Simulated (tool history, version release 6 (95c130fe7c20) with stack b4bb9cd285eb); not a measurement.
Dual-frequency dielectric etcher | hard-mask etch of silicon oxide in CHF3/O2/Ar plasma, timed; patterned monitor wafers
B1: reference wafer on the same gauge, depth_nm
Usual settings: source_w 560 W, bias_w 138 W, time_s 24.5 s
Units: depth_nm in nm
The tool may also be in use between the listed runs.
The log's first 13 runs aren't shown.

{"run": 14, "hour": 618.9, "source_w": 560, "bias_w": 165, "time_s": 27.5, "B1": 50.01, "depth_nm": 53.02}
{"hour": 654.7, "done": "wet clean of the chamber"}
{"run": 15, "hour": 664.9, "source_w": 560, "bias_w": 116, "time_s": 31.0, "B1": 49.93, "depth_nm": 52.08}
{"run": 16, "hour": 702.7, "source_w": 560, "bias_w": 138, "time_s": 24.5, "B1": 50.05, "depth_nm": 43.56}
{"hour": 723.0, "done": "gauge calibrated"}
{"run": 17, "hour": 747.3, "source_w": 560, "bias_w": 138, "time_s": 26.5, "B1": 50.09, "depth_nm": 47.57}
{"run": 18, "hour": 786.0, "source_w": 560, "bias_w": 138, "time_s": 17.5, "B1": 50.0, "depth_nm": 31.48}
{"run": 19, "hour": 846.4, "source_w": 560, "bias_w": 138, "time_s": 24.5, "B1": 49.99, "depth_nm": 44.24}
{"run": 20, "hour": 889.8, "source_w": 470, "bias_w": 138, "time_s": 22.5, "B1": 49.99, "depth_nm": 36.16}
{"hour": 925.2, "done": "upper electrode replaced"}
{"run": 21, "hour": 952.5, "source_w": 660, "bias_w": 164, "time_s": 24.5, "B1": 50.04, "depth_nm": 52.36}
{"hour": 1001.5, "done": "bias power generator calibrated"}
{"run": 22, "hour": 1002.0, "source_w": 660, "bias_w": 138, "time_s": 21.0, "B1": 49.98, "depth_nm": 41.94}
{"hour": 1095.5, "done": "wet clean of the chamber"}
{"run": 23, "hour": 1109.2, "source_w": 610, "bias_w": 154, "time_s": 18.5, "B1": 49.96, "depth_nm": 36.63}
{"run": 24, "hour": 1164.4, "source_w": 470, "bias_w": 156, "time_s": 19.0, "B1": 50.02, "depth_nm": 32.1}
{"run": 25, "hour": 1192.9, "source_w": 560, "bias_w": 138, "time_s": 24.5, "B1": 50.05, "depth_nm": 44.01}
{"run": 26, "hour": 1224.9, "source_w": 440, "bias_w": 167, "time_s": 20.5, "B1": 50.02, "depth_nm": 34.13}
{"run": 27, "hour": 1270.7, "source_w": 560, "bias_w": 138, "time_s": 27.5, "B1": 49.99, "depth_nm": 49.58}
{"run": 28, "hour": 1338.9, "source_w": 560, "bias_w": 138, "time_s": 24.5, "B1": 49.94, "depth_nm": 44.21}
{"run": 29, "hour": 1378.4, "source_w": 520, "bias_w": 138, "time_s": 29.5, "B1": 50.04, "depth_nm": 50.77}
{"run": 30, "hour": 1405.1, "source_w": 690, "bias_w": 165, "time_s": 21.5, "B1": 49.94, "depth_nm": 47.4}

Forecast each of these 4 alternatives for the next run:
{"run": "A", "hour": 1405.5, "source_w": 600, "bias_w": 138, "time_s": 24.5, "B1": "?", "depth_nm": "?"}
{"run": "B", "hour": 1405.5, "source_w": 560, "bias_w": 150, "time_s": 18.5, "B1": "?", "depth_nm": "?"}
{"run": "C", "hour": 1405.5, "source_w": 660, "bias_w": 138, "time_s": 24.5, "B1": "?", "depth_nm": "?"}
{"run": "D", "hour": 1405.5, "source_w": 560, "bias_w": 171, "time_s": 24.5, "B1": "?", "depth_nm": "?"}

run=A B1=49.93 depth_nm=46.24
run=B B1=49.93 depth_nm=34.68
run=C B1=49.93 depth_nm=48.89
run=D B1=49.93 depth_nm=48.55
Without the tool's hidden state the same runs would have given:
run=A depth_nm=46.24
run=B depth_nm=34.68
run=C depth_nm=48.89
run=D depth_nm=48.55

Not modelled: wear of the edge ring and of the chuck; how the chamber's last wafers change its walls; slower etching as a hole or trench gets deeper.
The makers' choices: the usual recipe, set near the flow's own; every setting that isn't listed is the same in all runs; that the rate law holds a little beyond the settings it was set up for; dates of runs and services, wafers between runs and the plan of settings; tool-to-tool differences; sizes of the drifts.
